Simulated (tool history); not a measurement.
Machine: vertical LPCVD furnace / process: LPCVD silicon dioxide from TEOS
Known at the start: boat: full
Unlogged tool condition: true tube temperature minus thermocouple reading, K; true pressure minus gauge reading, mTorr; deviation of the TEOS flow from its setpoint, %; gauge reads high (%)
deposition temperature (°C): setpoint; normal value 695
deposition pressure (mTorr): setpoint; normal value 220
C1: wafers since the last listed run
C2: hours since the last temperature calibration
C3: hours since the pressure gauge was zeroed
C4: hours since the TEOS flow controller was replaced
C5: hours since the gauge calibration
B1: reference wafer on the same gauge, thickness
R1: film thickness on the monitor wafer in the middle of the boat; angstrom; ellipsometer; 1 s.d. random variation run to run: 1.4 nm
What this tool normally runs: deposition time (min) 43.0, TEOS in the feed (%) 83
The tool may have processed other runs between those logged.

{"run": 1, "hour": 0.0, "deposition temperature (°C)": 695, "deposition pressure (mTorr)": 220, "deposition time (min)": 43.0, "TEOS in the feed (%)": 83, "C1": 0, "C2": 3839.7, "C3": 3452.3, "C4": 3607.1, "C5": 1252.8, "B1": 288.7, "R1": 2645.1}
{"run": 2, "hour": 28.7, "deposition temperature (°C)": 695, "deposition pressure (mTorr)": 220, "deposition time (min)": 43.0, "TEOS in the feed (%)": 83, "C1": 667, "C2": 3868.4, "C3": 3481.0, "C4": 3635.8, "C5": 1281.5, "B1": 288.92, "R1": 2621.1}
{"run": 3, "hour": 62.9, "deposition temperature (°C)": 695, "deposition pressure (mTorr)": 220, "deposition time (min)": 43.0, "TEOS in the feed (%)": 83, "C1": 794, "C2": 3902.6, "C3": 3515.2, "C4": 3670.0, "C5": 1315.7, "B1": 288.67, "R1": 2616.1}
{"run": 4, "hour": 130.6, "deposition temperature (°C)": 695, "deposition pressure (mTorr)": 220, "deposition time (min)": 43.0, "TEOS in the feed (%)": 83, "C1": 1573, "C2": 3970.3, "C3": 3582.9, "C4": 3737.7, "C5": 1383.4, "B1": 288.56, "R1": 2654.2}
{"run": 5, "hour": 191.5, "deposition temperature (°C)": 695, "deposition pressure (mTorr)": 220, "deposition time (min)": 43.0, "TEOS in the feed (%)": 83, "C1": 1415, "C2": 4031.2, "C3": 3643.8, "C4": 3798.6, "C5": 1444.3, "B1": 288.57, "R1": 2628.3}
{"run": 6, "hour": 221.3, "deposition temperature (°C)": 695, "deposition pressure (mTorr)": 220, "deposition time (min)": 43.0, "TEOS in the feed (%)": 83, "C1": 692, "C2": 4061.0, "C3": 3673.6, "C4": 3828.4, "C5": 1474.1, "B1": 289.16, "R1": 2634.5}
{"run": 7, "hour": 276.2, "deposition temperature (°C)": 695, "deposition pressure (mTorr)": 260, "deposition time (min)": 54.5, "TEOS in the feed (%)": 83, "C1": 1275, "C2": 4115.9, "C3": 3728.5, "C4": 3883.3, "C5": 1529.0, "B1": 289.06, "R1": 3657.6}
{"run": 8, "hour": 339.2, "deposition temperature (°C)": 695, "deposition pressure (mTorr)": 260, "deposition time (min)": 54.5, "TEOS in the feed (%)": 83, "C1": 1464, "C2": 4178.9, "C3": 3791.5, "C4": 3946.3, "C5": 1592.0, "B1": 288.94, "R1": 3621.2}
{"run": 9, "hour": 373.1, "deposition temperature (°C)": 695, "deposition pressure (mTorr)": 260, "deposition time (min)": 54.5, "TEOS in the feed (%)": 83, "C1": 787, "C2": 4212.8, "C3": 3825.4, "C4": 3980.2, "C5": 1625.9, "B1": 288.78, "R1": 3679.3}
{"run": 10, "hour": 440.3, "deposition temperature (°C)": 695, "deposition pressure (mTorr)": 220, "deposition time (min)": 43.0, "TEOS in the feed (%)": 83, "C1": 1561, "C2": 4280.0, "C3": 3892.6, "C4": 4047.4, "C5": 1693.1, "B1": 289.02, "R1": 2630.7}
{"run": 11, "hour": 509.7, "deposition temperature (°C)": 695, "deposition pressure (mTorr)": 220, "deposition time (min)": 43.0, "TEOS in the feed (%)": 83, "C1": 1612, "C2": 4349.4, "C3": 3962.0, "C4": 4116.8, "C5": 1762.5, "B1": 288.71, "R1": 2657.6}
{"run": 12, "hour": 568.7, "deposition temperature (°C)": 695, "deposition pressure (mTorr)": 220, "deposition time (min)": 43.0, "TEOS in the feed (%)": 83, "C1": 1371, "C2": 4408.4, "C3": 4021.0, "C4": 4175.8, "C5": 1821.5, "B1": 288.97, "R1": 2667.2}
{"hour": 626.9, "done": "TEOS flow controller replaced"}
{"run": 13, "hour": 627.4, "deposition temperature (°C)": 695, "deposition pressure (mTorr)": 220, "deposition time (min)": 43.0, "TEOS in the feed (%)": 83, "C1": 806, "C2": 4467.1, "C3": 4079.7, "C4": 0.5, "C5": 1880.2, "B1": 288.77, "R1": 2666.0}
{"hour": 630.4, "done": "gauge calibrated"}
{"hour": 660.4, "done": "pressure gauge zeroed"}
{"run": 14, "hour": 660.9, "deposition temperature (°C)": 695, "deposition pressure (mTorr)": 220, "deposition time (min)": 43.0, "TEOS in the feed (%)": 83, "C1": 220, "C2": 4500.6, "C3": 0.5, "C4": 34.0, "C5": 30.5, "B1": 289.06, "R1": 2651.7}
{"run": 15, "hour": 693.3, "deposition temperature (°C)": 695, "deposition pressure (mTorr)": 220, "deposition time (min)": 43.0, "TEOS in the feed (%)": 83, "C1": 752, "C2": 4533.0, "C3": 32.9, "C4": 66.4, "C5": 62.9, "B1": 288.53, "R1": 2671.7}
{"run": 16, "hour": 727.2, "deposition temperature (°C)": 695, "deposition pressure (mTorr)": 220, "deposition time (min)": 48.0, "TEOS in the feed (%)": 93, "C1": 787, "C2": 4566.9, "C3": 66.8, "C4": 100.3, "C5": 96.8, "B1": 289.48, "R1": 3106.7}
{"run": 17, "hour": 773.0, "deposition temperature (°C)": 695, "deposition pressure (mTorr)": 220, "deposition time (min)": 43.0, "TEOS in the feed (%)": 88, "C1": 1064, "C2": 4612.7, "C3": 112.6, "C4": 146.1, "C5": 142.6, "B1": 288.95, "R1": 2738.0}
{"hour": 828.8, "done": "thermocouples replaced and temperature profile calibrated"}
{"run": 18, "hour": 837.2, "deposition temperature (°C)": 695, "deposition pressure (mTorr)": 250, "deposition time (min)": 27.0, "TEOS in the feed (%)": 67, "C1": 934, "C2": 8.4, "C3": 176.8, "C4": 210.3, "C5": 206.8, "B1": 289.16, "R1": 1666.6}
{"run": 19, "hour": 891.5, "deposition temperature (°C)": 695, "deposition pressure (mTorr)": 220, "deposition time (min)": 55.5, "TEOS in the feed (%)": 83, "C1": 1261, "C2": 62.7, "C3": 231.1, "C4": 264.6, "C5": 261.1, "B1": 288.17, "R1": 3591.3}
{"run": 20, "hour": 927.1, "deposition temperature (°C)": 695, "deposition pressure (mTorr)": 220, "deposition time (min)": 31.5, "TEOS in the feed (%)": 96, "C1": 827, "C2": 98.3, "C3": 266.7, "C4": 300.2, "C5": 296.7, "B1": 288.69, "R1": 2225.2}
{"run": 21, "hour": 991.5, "deposition temperature (°C)": 695, "deposition pressure (mTorr)": 220, "deposition time (min)": 43.0, "TEOS in the feed (%)": 83, "C1": 1496, "C2": 162.7, "C3": 331.1, "C4": 364.6, "C5": 361.1, "B1": 288.72, "R1": 2793.2}
{"run": 22, "hour": 1056.0, "deposition temperature (°C)": 704, "deposition pressure (mTorr)": 245, "deposition time (min)": 43.0, "TEOS in the feed (%)": 83, "C1": 1499, "C2": 227.2, "C3": 395.6, "C4": 429.1, "C5": 425.6, "B1": 288.57, "R1": 3646.2}
{"hour": 1130.7, "done": "thermocouples replaced and temperature profile calibrated, repeated, since the last time left the tool worse"}
{"run": 23, "hour": 1157.5, "deposition temperature (°C)": 687, "deposition pressure (mTorr)": 170, "deposition time (min)": 43.0, "TEOS in the feed (%)": 83, "C1": 1801, "C2": 26.8, "C3": 497.1, "C4": 530.6, "C5": 527.1, "B1": 289.01, "R1": 1805.8}
{"run": 24, "hour": 1226.7, "deposition temperature (°C)": 695, "deposition pressure (mTorr)": 240, "deposition time (min)": 27.5, "TEOS in the feed (%)": 77, "C1": 1608, "C2": 96.0, "C3": 566.3, "C4": 599.8, "C5": 596.3, "B1": 289.15, "R1": 1603.1}
{"run": 25, "hour": 1254.5, "deposition temperature (°C)": 695, "deposition pressure (mTorr)": 175, "deposition time (min)": 43.0, "TEOS in the feed (%)": 72, "C1": 646, "C2": 123.8, "C3": 594.1, "C4": 627.6, "C5": 624.1, "B1": 289.03, "R1": 2057.3}
{"run": 26, "hour": 1303.5, "deposition temperature (°C)": 695, "deposition pressure (mTorr)": 220, "deposition time (min)": 43.0, "TEOS in the feed (%)": 83, "C1": 1138, "C2": 172.8, "C3": 643.1, "C4": 676.6, "C5": 673.1, "B1": 289.08, "R1": 2493.9}
{"run": 27, "hour": 1365.9, "deposition temperature (°C)": 695, "deposition pressure (mTorr)": 220, "deposition time (min)": 43.0, "TEOS in the feed (%)": 83, "C1": 1450, "C2": 235.2, "C3": 705.5, "C4": 739.0, "C5": 735.5, "B1": 289.03, "R1": 2471.8}
{"run": 28, "hour": 1394.5, "deposition temperature (°C)": 695, "deposition pressure (mTorr)": 205, "deposition time (min)": 37.0, "TEOS in the feed (%)": 90, "C1": 664, "C2": 263.8, "C3": 734.1, "C4": 767.6, "C5": 764.1, "B1": 288.93, "R1": 2169.1}
{"run": 29, "hour": 1441.5, "deposition temperature (°C)": 695, "deposition pressure (mTorr)": 220, "deposition time (min)": 43.0, "TEOS in the feed (%)": 83, "C1": 1092, "C2": 310.8, "C3": 781.1, "C4": 814.6, "C5": 811.1, "B1": 288.56, "R1": 2501.1}

What would each run have given without the hidden state, its run-to-run variation left as it was?
run=1 R1=2488.6
run=2 R1=2464.9
run=3 R1=2459.0
run=4 R1=2492.2
run=5 R1=2465.5
run=6 R1=2470.2
run=7 R1=3426.6
run=8 R1=3389.3
run=9 R1=3441.8
run=10 R1=2458.4
run=11 R1=2480.8
run=12 R1=2487.6
run=13 R1=2484.1
run=14 R1=2469.6
run=15 R1=2487.0
run=16 R1=2890.4
run=17 R1=2545.6
run=18 R1=1482.4
run=19 R1=3191.6
run=20 R1=1976.5
run=21 R1=2478.5
run=22 R1=3239.5
run=23 R1=1795.0
run=24 R1=1591.9
run=25 R1=2042.1
run=26 R1=2473.7
run=27 R1=2449.4
run=28 R1=2148.4
run=29 R1=2475.5
